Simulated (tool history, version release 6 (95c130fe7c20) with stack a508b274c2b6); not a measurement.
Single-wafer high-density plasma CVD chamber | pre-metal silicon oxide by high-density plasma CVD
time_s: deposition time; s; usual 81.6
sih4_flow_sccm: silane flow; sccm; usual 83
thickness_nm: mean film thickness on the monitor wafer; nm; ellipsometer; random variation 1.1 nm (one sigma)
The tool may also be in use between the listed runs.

run	day	time_s	sih4_flow_sccm	read-back reference wafer on the same gauge, thickness_nm	thickness_nm
1	0.000	75.4	73	800.238	616.694
2	0.646	81.6	70	799.623	648.095
3	1.383	81.6	83	799.992	733.814
4	1.933	81.6	83	800.360	735.876
5	2.471	81.6	83	800.165	737.120
6	2.850	81.6	83	799.908	737.732
7	3.238	81.6	83	799.817	737.352
8	3.642	81.6	94	800.117	809.478
9	4.267	81.6	94	799.370	808.702
10	4.825	81.6	83	800.139	736.592
11	5.429	81.6	83	800.136	735.894
12	5.771	81.6	83	800.387	737.633
# day 6.542: gauge calibrated
13	6.754	76.4	92	799.389	746.070
14	7.371	89.1	68	799.565	695.376
15	8.058	76.4	92	799.902	748.329
16	8.771	96.2	73	800.001	789.517
17	9.229	91.1	100	799.397	949.812
18	9.671	81.6	96	800.139	826.689
19	10.125	73.9	83	800.067	668.720
20	10.475	86.7	94	800.192	863.909
21	11.004	72.4	70	799.925	578.046
# day 11.754: silane flow controller replaced
22	11.775	71.5	72	800.644	558.736
23	12.254	81.6	83	799.871	709.989
24	13.008	66.8	95	800.324	641.265
25	13.558	93.7	68	799.915	703.708
26	14.192	81.6	83	799.533	708.318
27	14.871	93.7	75	799.965	752.812

The same runs without the tool's hidden state, with the same run-to-run variation:
The hidden state here: delivered silane flow above the setpoint (%); gauge reads high (%).
run	thickness_nm
1	595.412
2	625.538
3	708.026
4	709.830
5	710.850
6	711.312
7	710.816
8	780.197
9	779.219
10	709.550
11	708.675
12	710.235
13	718.025
14	669.042
15	719.756
16	759.116
17	913.040
18	794.519
19	642.560
20	829.975
21	555.203
22	560.353
23	711.875
24	642.731
25	705.125
26	709.523
27	753.842

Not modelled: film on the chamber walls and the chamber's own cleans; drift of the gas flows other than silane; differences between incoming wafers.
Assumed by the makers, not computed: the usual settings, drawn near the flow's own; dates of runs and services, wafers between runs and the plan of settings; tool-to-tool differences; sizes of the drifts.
